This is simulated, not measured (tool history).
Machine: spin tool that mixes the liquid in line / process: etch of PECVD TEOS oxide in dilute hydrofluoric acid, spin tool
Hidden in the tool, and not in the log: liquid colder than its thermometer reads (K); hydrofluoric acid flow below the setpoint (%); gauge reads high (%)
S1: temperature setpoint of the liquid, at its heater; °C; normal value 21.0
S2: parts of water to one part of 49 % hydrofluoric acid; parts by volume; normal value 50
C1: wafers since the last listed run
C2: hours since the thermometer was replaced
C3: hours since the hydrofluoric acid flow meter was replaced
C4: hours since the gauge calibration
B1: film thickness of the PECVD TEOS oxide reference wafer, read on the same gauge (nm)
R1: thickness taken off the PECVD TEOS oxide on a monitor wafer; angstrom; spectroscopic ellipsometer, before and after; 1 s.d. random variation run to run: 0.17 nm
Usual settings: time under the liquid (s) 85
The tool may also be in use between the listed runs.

run 1 day=0.000 | S1=21.0 S2=70 time_under_the_liquid_(s)=85 | C1=0 C2=901.5 C3=1647.9 C4=2425.2 | B1=50.00 | R1=175.3
run 2 day=3.967 | S1=21.0 S2=70 time_under_the_liquid_(s)=85 | C1=660 C2=996.7 C3=1743.1 C4=2520.4 | B1=49.97 | R1=176.7
run 3 day=6.517 | S1=18.0 S2=50 time_under_the_liquid_(s)=85 | C1=424 C2=1057.9 C3=1804.3 C4=2581.6 | B1=50.01 | R1=222.4
run 4 day=8.967 | S1=18.0 S2=50 time_under_the_liquid_(s)=85 | C1=407 C2=1116.7 C3=1863.1 C4=2640.4 | B1=50.01 | R1=220.6
run 5 day=11.825 | S1=21.0 S2=50 time_under_the_liquid_(s)=85 | C1=475 C2=1185.3 C3=1931.7 C4=2709.0 | B1=49.98 | R1=250.7
run 6 day=13.467 | S1=21.0 S2=50 time_under_the_liquid_(s)=85 | C1=273 C2=1224.7 C3=1971.1 C4=2748.4 | B1=49.98 | R1=247.3
run 7 day=16.604 | S1=21.0 S2=50 time_under_the_liquid_(s)=85 | C1=522 C2=1300.0 C3=2046.4 C4=2823.7 | B1=50.01 | R1=254.5
run 8 day=23.692 | S1=21.0 S2=50 time_under_the_liquid_(s)=85 | C1=1180 C2=1470.1 C3=2216.5 C4=2993.8 | B1=50.00 | R1=248.2
-- day=25.225 hydrofluoric acid flow meter replaced
run 9 day=26.696 | S1=21.0 S2=50 time_under_the_liquid_(s)=85 | C1=493 C2=1542.2 C3=35.3 C4=3065.9 | B1=50.00 | R1=238.8
run 10 day=28.425 | S1=21.0 S2=50 time_under_the_liquid_(s)=85 | C1=287 C2=1583.7 C3=76.8 C4=3107.4 | B1=50.02 | R1=236.2
-- day=29.162 gauge calibrated
run 11 day=31.517 | S1=21.0 S2=50 time_under_the_liquid_(s)=40 | C1=514 C2=1657.9 C3=151.0 C4=56.5 | B1=50.00 | R1=112.7
run 12 day=35.542 | S1=23.0 S2=50 time_under_the_liquid_(s)=85 | C1=670 C2=1754.5 C3=247.6 C4=153.1 | B1=50.04 | R1=256.0
run 13 day=38.108 | S1=23.5 S2=50 time_under_the_liquid_(s)=85 | C1=427 C2=1816.1 C3=309.2 C4=214.7 | B1=49.98 | R1=262.9
run 14 day=40.292 | S1=21.0 S2=70 time_under_the_liquid_(s)=85 | C1=363 C2=1868.5 C3=361.6 C4=267.1 | B1=50.00 | R1=164.5
run 15 day=43.125 | S1=21.0 S2=50 time_under_the_liquid_(s)=85 | C1=471 C2=1936.5 C3=429.6 C4=335.1 | B1=49.99 | R1=234.7
run 16 day=44.712 | S1=17.0 S2=60 time_under_the_liquid_(s)=100 | C1=264 C2=1974.6 C3=467.7 C4=373.2 | B1=50.02 | R1=191.9
-- day=50.017 hydrofluoric acid flow meter replaced, repeated, since the last time left the tool worse
run 17 day=55.075 | S1=21.0 S2=35 time_under_the_liquid_(s)=105 | C1=1718 C2=2223.3 C3=121.4 C4=621.9 | B1=50.01 | R1=476.9
run 18 day=57.775 | S1=25.0 S2=70 time_under_the_liquid_(s)=40 | C1=449 C2=2288.1 C3=186.2 C4=686.7 | B1=49.98 | R1=102.8
run 19 day=60.754 | S1=21.0 S2=55 time_under_the_liquid_(s)=85 | C1=496 C2=2359.6 C3=257.7 C4=758.2 | B1=50.02 | R1=240.0
-- day=60.996 thermometer replaced
run 20 day=62.258 | S1=18.0 S2=65 time_under_the_liquid_(s)=120 | C1=243 C2=30.3 C3=293.8 C4=794.3 | B1=49.99 | R1=247.0
run 21 day=65.096 | S1=21.0 S2=30 time_under_the_liquid_(s)=110 | C1=472 C2=98.4 C3=361.9 C4=862.4 | B1=50.01 | R1=584.8
run 22 day=67.875 | S1=21.0 S2=50 time_under_the_liquid_(s)=85 | C1=462 C2=165.1 C3=428.6 C4=929.1 | B1=50.01 | R1=264.1
run 23 day=72.221 | S1=18.5 S2=50 time_under_the_liquid_(s)=130 | C1=723 C2=269.4 C3=532.9 C4=1033.4 | B1=50.02 | R1=364.0
run 24 day=76.650 | S1=18.5 S2=70 time_under_the_liquid_(s)=125 | C1=737 C2=375.7 C3=639.2 C4=1139.7 | B1=49.97 | R1=241.9
run 25 day=80.046 | S1=24.0 S2=50 time_under_the_liquid_(s)=120 | C1=565 C2=457.2 C3=720.7 C4=1221.2 | B1=50.01 | R1=417.2
run 26 day=83.925 | S1=24.5 S2=25 time_under_the_liquid_(s)=50 | C1=645 C2=550.3 C3=813.8 C4=1314.3 | B1=49.98 | R1=370.9
run 27 day=86.829 | S1=22.5 S2=30 time_under_the_liquid_(s)=85 | C1=483 C2=620.0 C3=883.5 C4=1384.0 | B1=50.03 | R1=475.0
run 28 day=90.496 | S1=21.0 S2=25 time_under_the_liquid_(s)=85 | C1=610 C2=708.0 C3=971.5 C4=1472.0 | B1=50.02 | R1=534.2
run 29 day=92.942 | S1=18.5 S2=65 time_under_the_liquid_(s)=40 | C1=407 C2=766.7 C3=1030.2 C4=1530.7 | B1=50.00 | R1=83.7
run 30 day=94.892 | S1=21.0 S2=50 time_under_the_liquid_(s)=50 | C1=324 C2=813.5 C3=1077.0 C4=1577.5 | B1=50.01 | R1=153.5
run 31 day=96.521 | S1=18.5 S2=50 time_under_the_liquid_(s)=85 | C1=271 C2=852.6 C3=1116.1 C4=1616.6 | B1=50.01 | R1=231.9
run 32 day=98.671 | S1=21.0 S2=50 time_under_the_liquid_(s)=115 | C1=357 C2=904.2 C3=1167.7 C4=1668.2 | B1=50.00 | R1=350.4
run 33 day=110.012 | S1=21.0 S2=50 time_under_the_liquid_(s)=125 | C1=1888 C2=1176.4 C3=1439.9 C4=1940.4 | B1=49.98 | R1=382.8

The same runs without the tool's hidden state, with the same run-to-run variation:
run=1 R1=184.8
run=2 R1=186.8
run=3 R1=235.1
run=4 R1=233.7
run=5 R1=266.1
run=6 R1=262.8
run=7 R1=271.0
run=8 R1=265.5
run=9 R1=267.2
run=10 R1=264.6
run=11 R1=126.5
run=12 R1=288.3
run=13 R1=296.6
run=14 R1=186.3
run=15 R1=265.6
run=16 R1=217.6
run=17 R1=478.5
run=18 R1=103.3
run=19 R1=241.7
run=20 R1=249.0
run=21 R1=590.2
run=22 R1=267.1
run=23 R1=369.2
run=24 R1=246.1
run=25 R1=425.3
run=26 R1=378.7
run=27 R1=485.8
run=28 R1=547.6
run=29 R1=86.0
run=30 R1=157.9
run=31 R1=238.8
run=32 R1=361.4
run=33 R1=397.7
